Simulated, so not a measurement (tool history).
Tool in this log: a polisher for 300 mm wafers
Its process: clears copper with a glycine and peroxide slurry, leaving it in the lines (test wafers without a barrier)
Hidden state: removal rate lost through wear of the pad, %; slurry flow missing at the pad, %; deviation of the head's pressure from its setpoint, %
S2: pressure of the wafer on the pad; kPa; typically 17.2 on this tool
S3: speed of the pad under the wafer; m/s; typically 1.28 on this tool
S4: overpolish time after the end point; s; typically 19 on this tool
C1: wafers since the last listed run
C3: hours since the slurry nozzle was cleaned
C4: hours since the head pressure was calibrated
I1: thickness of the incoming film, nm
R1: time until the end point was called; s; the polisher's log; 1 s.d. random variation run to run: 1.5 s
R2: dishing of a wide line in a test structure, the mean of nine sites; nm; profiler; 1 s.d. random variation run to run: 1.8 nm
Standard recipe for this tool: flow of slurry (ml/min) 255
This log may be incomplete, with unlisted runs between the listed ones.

Run 1, hour 0.0: usual settings but S4 25 s; C1 0; wafers polished on this pad 927; C3 75.7; C4 17.8; I1 635.7. Result: R1 96.3 s, R2 81.5 nm.
Run 2, hour 70.3: usual settings but S4 25 s; C1 710; wafers polished on this pad 1637; C3 146.0; C4 88.1; I1 642.7. Result: R1 101.4 s, R2 80.9 nm.
At hour 75.2: worn pad replaced by a new one.
Run 3, hour 136.3: usual settings but S4 25 s; C1 626; wafers polished on this pad 617; C3 212.0; C4 154.1; I1 627.5. Result: R1 92.7 s, R2 84.3 nm.
Run 4, hour 165.1: usual settings but S3 1.08 m/s; C1 291; wafers polished on this pad 908; C3 240.8; C4 182.9; I1 643.5. Result: R1 103.9 s, R2 61.7 nm.
Run 5, hour 224.7: usual settings but S3 1.08 m/s; C1 602; wafers polished on this pad 1510; C3 300.4; C4 242.5; I1 645.1. Result: R1 108.7 s, R2 64.7 nm.
At hour 260.6: worn pad replaced by a new one.
Run 6, hour 284.4: usual settings but S3 1.08 m/s; C1 562; wafers polished on this pad 240; C3 360.1; C4 302.2; I1 638.4. Result: R1 98.6 s, R2 68.2 nm.
Run 7, hour 353.5: usual settings; C1 698; wafers polished on this pad 939; C3 429.2; C4 371.3; I1 636.9. Result: R1 94.2 s, R2 67.5 nm.
At hour 391.2: head pressure recalibrated.
At hour 406.9: worn pad replaced by a new one.
Run 8, hour 416.2: usual settings; C1 572; wafers polished on this pad 93; C3 491.9; C4 25.0; I1 625.0. Result: R1 86.2 s, R2 72.9 nm.
Run 9, hour 442.9: usual settings; C1 269; wafers polished on this pad 363; C3 518.6; C4 51.7; I1 623.9. Result: R1 88.2 s, R2 70.4 nm.
Run 10, hour 474.2: usual settings but flow of slurry (ml/min) 175, S2 14.5 kPa, S3 1.48 m/s, S4 16 s; C1 316; wafers polished on this pad 679; C3 549.9; C4 83.0; I1 633.0. Result: R1 106.7 s, R2 54.1 nm.
At hour 475.9: slurry nozzle cleaned.
Run 11, hour 502.2: usual settings but flow of slurry (ml/min) 340, S2 11.7 kPa, S3 1.42 m/s, S4 12 s; C1 272; wafers polished on this pad 952; C3 26.3; C4 111.0; I1 640.5. Result: R1 121.3 s, R2 37.3 nm.
At hour 571.2: worn pad replaced by a new one.
Run 12, hour 571.7: usual settings but S3 1.08 m/s; C1 661; wafers polished on this pad 4; C3 95.8; C4 180.5; I1 627.5. Result: R1 95.5 s, R2 66.8 nm.
Run 13, hour 603.8: usual settings; C1 324; wafers polished on this pad 329; C3 127.9; C4 212.6; I1 624.9. Result: R1 91.1 s, R2 71.7 nm.
Run 14, hour 654.8: usual settings but flow of slurry (ml/min) 215, S2 20.7 kPa, S4 14 s; C1 515; wafers polished on this pad 844; C3 178.9; C4 263.6; I1 628.1. Result: R1 78.4 s, R2 60.9 nm.
Run 15, hour 683.6: usual settings but S2 13.1 kPa, S4 27 s; C1 291; wafers polished on this pad 1135; C3 207.7; C4 292.4; I1 632.3. Result: R1 116.8 s, R2 72.5 nm.
At hour 719.2: worn pad replaced by a new one.
Run 16, hour 727.6: usual settings but S3 1.64 m/s; C1 404; wafers polished on this pad 84; C3 251.7; C4 336.4; I1 624.5. Result: R1 74.1 s, R2 82.0 nm.
At hour 779.7: head pressure recalibrated.
Run 17, hour 791.1: usual settings but flow of slurry (ml/min) 165, S2 15.2 kPa, S3 1.44 m/s, S4 22 s; C1 621; wafers polished on this pad 706; C3 315.2; C4 11.4; I1 637.6. Result: R1 104.5 s, R2 71.0 nm.

What does the tool deliver on the next run?
Run 18, hour 816.9: usual settings but S3 1.08 m/s; C1 260; wafers polished on this pad 966; C3 341.0; C4 37.2; I1 627.8. Result: R1 ?, R2 ?.

For run 18 the tool returned R1 104.3 s, R2 62.8 nm.
Minus the tool's unlogged condition, the same run would have read R1 93.0 s, R2 68.1 nm.

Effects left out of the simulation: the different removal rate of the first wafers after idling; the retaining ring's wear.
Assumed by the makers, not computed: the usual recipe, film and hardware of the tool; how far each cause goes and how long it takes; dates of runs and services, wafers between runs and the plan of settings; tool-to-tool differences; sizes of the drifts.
